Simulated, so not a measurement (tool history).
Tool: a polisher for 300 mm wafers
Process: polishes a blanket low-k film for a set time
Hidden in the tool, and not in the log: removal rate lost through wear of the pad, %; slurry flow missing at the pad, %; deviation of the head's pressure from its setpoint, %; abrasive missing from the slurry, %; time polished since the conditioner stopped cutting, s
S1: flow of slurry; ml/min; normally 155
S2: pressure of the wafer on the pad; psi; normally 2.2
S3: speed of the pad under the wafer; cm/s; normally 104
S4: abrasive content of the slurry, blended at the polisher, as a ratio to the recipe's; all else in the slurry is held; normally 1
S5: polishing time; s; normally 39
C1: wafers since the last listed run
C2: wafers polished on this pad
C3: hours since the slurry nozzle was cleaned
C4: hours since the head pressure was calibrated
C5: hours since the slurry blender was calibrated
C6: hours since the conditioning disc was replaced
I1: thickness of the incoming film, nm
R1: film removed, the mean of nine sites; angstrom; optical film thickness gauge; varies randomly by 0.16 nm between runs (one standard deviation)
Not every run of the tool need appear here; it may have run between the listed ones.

Run 1, hour 0: usual settings but S3 112 cm/s; C1 0; C2 745; C3 70.3; C4 838.4; C5 16.3; C6 328.4; I1 413. Result: R1 213 angstrom.
At hour 51: head pressure recalibrated.
Run 2, hour 93.5: usual settings; C1 726; C2 1471; C3 163.8; C4 42.5; C5 109.8; C6 421.9; I1 412. Result: R1 199 angstrom.
At hour 143.5: conditioning disc replaced and pad reconditioned.
Run 3, hour 159.9: usual settings; C1 511; C2 1983; C3 230.2; C4 108.9; C5 176.2; C6 16.4; I1 420.6. Result: R1 195 angstrom.
At hour 281: worn pad replaced by a new one.
Run 4, hour 284.4: usual settings; C1 956; C2 26; C3 354.7; C4 233.4; C5 300.7; C6 140.9; I1 420.7. Result: R1 194 angstrom.
Run 5, hour 343.5: usual settings but S1 140 ml/min; C1 469; C2 496; C3 413.8; C4 292.5; C5 359.8; C6 200; I1 420.5. Result: R1 187 angstrom.
At hour 379.5: slurry nozzle cleaned.
At hour 408.8: slurry blender recalibrated.
Run 6, hour 419: usual settings but S1 140 ml/min; C1 575; C2 1071; C3 39.5; C4 368; C5 10.2; C6 275.5; I1 422.4. Result: R1 202 angstrom.
Run 7, hour 504.8: usual settings but S1 140 ml/min; C1 681; C2 1752; C3 125.3; C4 453.8; C5 96; C6 361.3; I1 428.8. Result: R1 195 angstrom.
At hour 566.8: conditioning disc replaced and pad reconditioned.
Run 8, hour 572: usual settings; C1 517; C2 2270; C3 192.5; C4 521; C5 163.2; C6 5.2; I1 418.9. Result: R1 195 angstrom.
Run 9, hour 634.4: usual settings but S2 2 psi; C1 495; C2 2766; C3 254.9; C4 583.4; C5 225.6; C6 67.6; I1 421.4. Result: R1 179 angstrom.
Run 10, hour 720.1: usual settings but S2 2 psi; C1 680; C2 3446; C3 340.6; C4 669.1; C5 311.3; C6 153.3; I1 422.8. Result: R1 176 angstrom.
At hour 759.1: worn pad replaced by a new one.
At hour 797.6: slurry nozzle cleaned.
Run 11, hour 808.6: usual settings; C1 662; C2 384; C3 11; C4 757.6; C5 399.8; C6 241.8; I1 418.6. Result: R1 207 angstrom.
At hour 878: slurry blender recalibrated.
Run 12, hour 891: usual settings but S1 185 ml/min, S2 2.4 psi, S3 118 cm/s, S4 0.7; C1 638; C2 1023; C3 93.4; C4 840; C5 13; C6 324.2; I1 417.3. Result: R1 208 angstrom.
At hour 979.2: conditioning disc replaced and pad reconditioned.
Run 13, hour 1081.4: usual settings but S2 1.5 psi; C1 1495; C2 2519; C3 283.8; C4 1030.4; C5 203.4; C6 102.2; I1 420.1. Result: R1 142 angstrom.
Run 14, hour 1141.5: usual settings but S1 190 ml/min; C1 477; C2 2996; C3 343.9; C4 1090.5; C5 263.5; C6 162.3; I1 418.2. Result: R1 203 angstrom.
At hour 1167.3: slurry nozzle cleaned.
At hour 1189.8: worn pad replaced by a new one.
At hour 1233: head pressure recalibrated.
Run 15, hour 1242.6: usual settings but S2 1.6 psi, S4 0.85; C1 747; C2 403; C3 75.3; C4 9.6; C5 364.6; C6 263.4; I1 423.8. Result: R1 145 angstrom.
At hour 1263.1: slurry blender recalibrated.
Run 16, hour 1324: usual settings but S3 134 cm/s, S4 1.3, S5 44 s; C1 630; C2 1033; C3 156.7; C4 91; C5 60.9; C6 344.8; I1 424.1. Result: R1 298 angstrom.
Run 17, hour 1382.8: usual settings; C1 466; C2 1500; C3 215.5; C4 149.8; C5 119.7; C6 403.6; I1 421.4. Result: R1 196 angstrom.
At hour 1409.9: conditioning disc replaced and pad reconditioned.
Run 18, hour 1436.1: usual settings but S2 2.8 psi, S3 120 cm/s, S4 0.85; C1 407; C2 1908; C3 268.8; C4 203.1; C5 173; C6 26.2; I1 413.3. Result: R1 247 angstrom.
Run 19, hour 1530.6: usual settings but S2 1.9 psi, S3 140 cm/s; C1 750; C2 2658; C3 363.3; C4 297.6; C5 267.5; C6 120.7; I1 422.6. Result: R1 213 angstrom.
At hour 1567.1: slurry nozzle cleaned.
Run 20, hour 1590.2: usual settings but S1 110 ml/min, S2 1.6 psi, S3 128 cm/s, S5 28 s; C1 465; C2 3123; C3 23.1; C4 357.2; C5 327.1; C6 180.3; I1 418.7. Result: R1 124 angstrom.
At hour 1667.7: slurry blender recalibrated.
At hour 1674.4: worn pad replaced by a new one.
Run 21, hour 1678.3: usual settings but S1 185 ml/min, S4 0.9; C1 651; C2 31; C3 111.2; C4 445.3; C5 10.6; C6 268.4; I1 415.5. Result: R1 201 angstrom.
Run 22, hour 1790.8: usual settings but S1 120 ml/min, S4 1.25; C1 893; C2 924; C3 223.7; C4 557.8; C5 123.1; C6 380.9; I1 414.5. Result: R1 199 angstrom.
At hour 1823.1: conditioning disc replaced and pad reconditioned.
Run 23, hour 1830.2: usual settings but S4 1.25; C1 296; C2 1221; C3 263.1; C4 597.2; C5 162.5; C6 7.1; I1 421. Result: R1 213 angstrom.
Run 24, hour 1915.5: usual settings but S4 0.9; C1 677; C2 1898; C3 348.4; C4 682.5; C5 247.8; C6 92.4; I1 421.7. Result: R1 183 angstrom.

5 options for the next run, each taken on its own from the tool as it stands now. Forecast them:
Run A, hour 1915.9: usual settings; C1 3; C2 1901; C3 348.8; C4 682.9; C5 248.2; C6 92.8; I1 428.1. Result: R1 ?.
Run B, hour 1915.9: usual settings but S1 110 ml/min, S5 27 s; C1 3; C2 1901; C3 348.8; C4 682.9; C5 248.2; C6 92.8; I1 428.1. Result: R1 ?.
Run C, hour 1915.9: usual settings but S5 45 s; C1 3; C2 1901; C3 348.8; C4 682.9; C5 248.2; C6 92.8; I1 428.1. Result: R1 ?.
Run D, hour 1915.9: usual settings but S3 114 cm/s; C1 3; C2 1901; C3 348.8; C4 682.9; C5 248.2; C6 92.8; I1 428.1. Result: R1 ?.
Run E, hour 1915.9: usual settings but S2 2.6 psi, S5 26 s; C1 3; C2 1901; C3 348.8; C4 682.9; C5 248.2; C6 92.8; I1 428.1. Result: R1 ?.

run   R1
  A  194
  B  120
  C  224
  D  208
  E  150
With the hidden condition removed and each run's random variation left untouched, the same runs would have given:
run   R1
  A  212
  B  136
  C  244
  D  226
  E  163
